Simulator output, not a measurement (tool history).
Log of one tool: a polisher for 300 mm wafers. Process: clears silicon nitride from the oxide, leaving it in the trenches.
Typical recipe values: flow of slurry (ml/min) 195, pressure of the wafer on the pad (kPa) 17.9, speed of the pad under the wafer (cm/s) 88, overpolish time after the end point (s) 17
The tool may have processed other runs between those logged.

| run | hour | flow of slurry (ml/min) | pressure of the wafer on the pad (kPa) | speed of the pad under the wafer (cm/s) | overpolish time after the end point (s) | wafers since the last listed run | wafers polished on this pad | hours since the slurry nozzle was cleaned | hours since the head pressure was calibrated | incoming thickness of the incoming film, nm | time until the end point was called (s) |
|---|---|---|---|---|---|---|---|---|---|---|---|
| 1 | 0.0 | 195 | 17.9 | 78 | 17 | 0 | 52 | 237.6 | 529.8 | 55.2 | 78.8 |
| 2 | 15.1 | 195 | 17.9 | 78 | 17 | 128 | 180 | 252.7 | 544.9 | 55.5 | 82.1 |
| 3 | 30.6 | 195 | 17.9 | 78 | 17 | 131 | 312 | 268.2 | 560.4 | 54.8 | 85.2 |
| 4 | 44.5 | 195 | 17.9 | 88 | 17 | 118 | 430 | 282.1 | 574.3 | 55.0 | 77.4 |
| 5 | 58.7 | 195 | 17.9 | 88 | 17 | 120 | 551 | 296.3 | 588.5 | 55.2 | 80.3 |
|  | 63.5 | worn pad replaced by a new one |
| 6 | 73.6 | 195 | 17.9 | 88 | 17 | 92 | 85 | 311.2 | 603.4 | 54.1 | 72.0 |
| 7 | 90.1 | 195 | 17.9 | 70 | 17 | 140 | 226 | 327.7 | 619.9 | 53.7 | 86.4 |
| 8 | 106.2 | 155 | 17.9 | 88 | 17 | 136 | 362 | 343.8 | 636.0 | 55.4 | 80.8 |
| 9 | 122.0 | 155 | 17.9 | 88 | 17 | 134 | 497 | 359.6 | 651.8 | 55.2 | 85.2 |
|  | 126.1 | head pressure recalibrated |
|  | 126.8 | worn pad replaced by a new one |
| 10 | 132.7 | 165 | 17.9 | 88 | 10 | 67 | 50 | 370.3 | 6.6 | 54.9 | 72.2 |
| 11 | 143.4 | 195 | 14.5 | 88 | 17 | 90 | 141 | 381.0 | 17.3 | 54.5 | 90.3 |
|  | 149.5 | slurry nozzle cleaned |
| 12 | 150.0 | 240 | 14.5 | 116 | 24 | 47 | 188 | 0.5 | 23.9 | 55.2 | 73.6 |
| 13 | 156.7 | 195 | 17.9 | 78 | 17 | 56 | 245 | 7.2 | 30.6 | 54.7 | 83.4 |
| 14 | 172.7 | 225 | 17.9 | 88 | 17 | 135 | 381 | 23.2 | 46.6 | 54.4 | 74.1 |
| 15 | 187.8 | 230 | 17.9 | 112 | 10 | 128 | 509 | 38.3 | 61.7 | 54.7 | 65.2 |
|  | 197.1 | worn pad replaced by a new one |
| 16 | 197.6 | 195 | 17.9 | 76 | 21 | 49 | 3 | 48.1 | 71.5 | 54.5 | 79.1 |
| 17 | 207.2 | 220 | 17.9 | 64 | 17 | 81 | 85 | 57.7 | 81.1 | 54.4 | 89.8 |

What if the next run were any one of these 3? Each begins from the tool's condition after run 17:
| A | 207.6 | 195 | 17.9 | 108 | 17 | 3 | 88 | 58.1 | 81.5 | 55.7 | ? |
| B | 207.6 | 175 | 13.1 | 64 | 10 | 3 | 88 | 58.1 | 81.5 | 55.7 | ? |
| C | 207.6 | 195 | 17.9 | 74 | 27 | 3 | 88 | 58.1 | 81.5 | 55.7 | ? |

| run | time until the end point was called (s) |
|---|---|
| A | 65.1 |
| B | 132.2 |
| C | 86.1 |
What these runs would have given with no unlogged condition in the tool:
| run | time until the end point was called (s) |
|---|---|
| A | 62.9 |
| B | 127.7 |
| C | 83.2 |
